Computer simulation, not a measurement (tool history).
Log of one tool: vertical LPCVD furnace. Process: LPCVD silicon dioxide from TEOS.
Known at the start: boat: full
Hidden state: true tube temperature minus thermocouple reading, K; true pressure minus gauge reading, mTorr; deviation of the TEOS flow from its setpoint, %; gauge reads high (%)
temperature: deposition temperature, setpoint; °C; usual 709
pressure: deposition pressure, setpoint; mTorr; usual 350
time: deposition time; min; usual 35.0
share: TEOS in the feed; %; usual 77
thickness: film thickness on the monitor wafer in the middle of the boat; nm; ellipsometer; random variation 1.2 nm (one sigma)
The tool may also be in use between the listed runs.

| run | hour | temperature | pressure | time | share | wafers since the last listed run | hours since the last temperature calibration | hours since the pressure gauge was zeroed | hours since the TEOS flow controller was replaced | hours since the gauge calibration | read-back reference wafer on the same gauge, thickness | thickness |
|---|---|---|---|---|---|---|---|---|---|---|---|---|
| 1 | 0.0 | 703 | 350 | 24.0 | 77 | 0 | 1769.8 | 2280.6 | 4137.5 | 637.5 | 372.02 | 225.40 |
| 2 | 60.0 | 709 | 350 | 30.0 | 77 | 917 | 1829.8 | 2340.6 | 4197.5 | 697.5 | 371.43 | 322.59 |
| 3 | 103.9 | 709 | 350 | 35.0 | 77 | 671 | 1873.7 | 2384.5 | 4241.4 | 741.4 | 372.15 | 375.68 |
| 4 | 170.0 | 704 | 350 | 35.0 | 87 | 1011 | 1939.8 | 2450.6 | 4307.5 | 807.5 | 372.23 | 357.98 |
| 5 | 199.8 | 704 | 350 | 35.0 | 87 | 455 | 1969.6 | 2480.4 | 4337.3 | 837.3 | 371.95 | 358.72 |
|  | 265.7 | pressure gauge zeroed |
| 6 | 266.2 | 704 | 350 | 35.0 | 87 | 648 | 2036.0 | 0.5 | 4403.7 | 903.7 | 371.88 | 356.59 |
| 7 | 293.5 | 709 | 405 | 35.0 | 77 | 417 | 2063.3 | 27.8 | 4431.0 | 931.0 | 371.83 | 405.60 |
|  | 321.2 | gauge calibrated |
| 8 | 337.0 | 709 | 405 | 35.0 | 77 | 665 | 2106.8 | 71.3 | 4474.5 | 15.8 | 371.93 | 407.79 |
|  | 397.7 | thermocouples replaced and temperature profile calibrated |
| 9 | 402.1 | 701 | 385 | 38.5 | 71 | 628 | 4.4 | 136.4 | 4539.6 | 80.9 | 371.84 | 321.22 |
| 10 | 437.6 | 709 | 350 | 35.0 | 77 | 542 | 39.9 | 171.9 | 4575.1 | 116.4 | 372.18 | 348.26 |
| 11 | 487.7 | 700 | 350 | 30.0 | 77 | 766 | 90.0 | 222.0 | 4625.2 | 166.5 | 372.38 | 243.72 |
|  | 518.2 | TEOS flow controller replaced |
| 12 | 558.3 | 709 | 420 | 35.0 | 77 | 712 | 160.6 | 292.6 | 40.1 | 237.1 | 371.69 | 388.22 |
| 13 | 624.1 | 709 | 290 | 44.5 | 88 | 1006 | 226.4 | 358.4 | 105.9 | 302.9 | 371.48 | 439.58 |
| 14 | 658.8 | 709 | 350 | 35.0 | 77 | 530 | 261.1 | 393.1 | 140.6 | 337.6 | 371.35 | 356.49 |
| 15 | 700.6 | 709 | 350 | 35.0 | 77 | 639 | 302.9 | 434.9 | 182.4 | 379.4 | 372.15 | 353.67 |
| 16 | 733.4 | 702 | 350 | 35.0 | 77 | 501 | 335.7 | 467.7 | 215.2 | 412.2 | 371.77 | 305.49 |

Forecast each of these 3 alternatives for the next run:
| A | 737.7 | 709 | 350 | 35.0 | 65 | 65 | 340.0 | 472.0 | 219.5 | 416.5 | ? | ? |
| B | 737.7 | 709 | 275 | 35.0 | 77 | 65 | 340.0 | 472.0 | 219.5 | 416.5 | ? | ? |
| C | 737.7 | 719 | 380 | 35.0 | 77 | 65 | 340.0 | 472.0 | 219.5 | 416.5 | ? | ? |

| run | read-back reference wafer on the same gauge, thickness | thickness |
|---|---|---|
| A | 371.59 | 327.39 |
| B | 371.59 | 315.85 |
| C | 371.59 | 465.15 |
Without the tool's hidden state the same runs would have given:
| run | thickness |
|---|---|
| A | 318.11 |
| B | 306.90 |
| C | 452.24 |
